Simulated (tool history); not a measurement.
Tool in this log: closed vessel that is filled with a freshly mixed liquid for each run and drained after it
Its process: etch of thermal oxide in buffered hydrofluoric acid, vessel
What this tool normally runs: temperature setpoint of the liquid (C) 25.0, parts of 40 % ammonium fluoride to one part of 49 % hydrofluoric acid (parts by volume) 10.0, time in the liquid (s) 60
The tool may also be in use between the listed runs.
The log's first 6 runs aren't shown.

run,day,temperature setpoint of the liquid (C),parts of 40 % ammonium fluoride to one part of 49 % hydrofluoric acid (parts by volume),time in the liquid (s),"read-back film thickness of the thermal oxide reference wafer, read on the same gauge (nm)",thickness taken off the thermal oxide on a monitor wafer (Å)
7,2.862,22.5,10.0,60,80.03,522.1
8,3.112,25.0,10.0,60,80.03,592.8
9,3.808,25.0,10.0,60,80.02,599.7
10,4.162,25.0,10.0,60,79.95,600.5
11,4.412,25.0,11.5,60,79.97,530.6
# day 4.633: thermometer replaced
12,4.867,25.0,9.0,60,80.04,734.7
# day 5.167: gauge calibrated
13,5.542,29.0,12.0,45,80.00,529.3
14,6.288,22.5,13.5,60,79.97,447.0
15,6.575,23.0,13.0,60,79.99,476.4
16,7.146,25.0,11.5,40,80.04,393.8
17,7.521,22.5,10.0,60,79.99,591.6
18,8.021,27.0,8.0,90,79.98,1354.3
19,8.667,25.0,10.0,60,80.00,687.3
20,9.188,28.5,10.0,60,79.93,824.8
21,9.783,22.0,12.5,85,80.03,647.6
22,10.267,25.0,10.0,60,79.98,679.1
23,11.721,23.5,6.5,60,80.05,929.8
24,12.038,21.0,10.0,45,79.96,407.7
25,12.329,27.0,11.0,60,79.97,688.8
26,13.033,25.0,10.0,95,80.03,1067.6
27,13.525,25.0,13.0,40,80.01,350.3
28,13.892,25.0,10.0,60,79.98,671.5
29,14.246,25.0,8.5,70,79.99,899.8
30,14.512,22.5,13.5,60,79.95,435.2

Run 31, settings as shown, results not yet in. Your forecast:
31,14.929,23.5,13.0,85,?,?

For run 31 the tool returned read-back film thickness of the thermal oxide reference wafer, read on the same gauge (nm) 80.03, thickness taken off the thermal oxide on a monitor wafer (Å) 676.7.
With no hidden state in the tool, this same run would have given thickness taken off the thermal oxide on a monitor wafer (Å) 701.2.
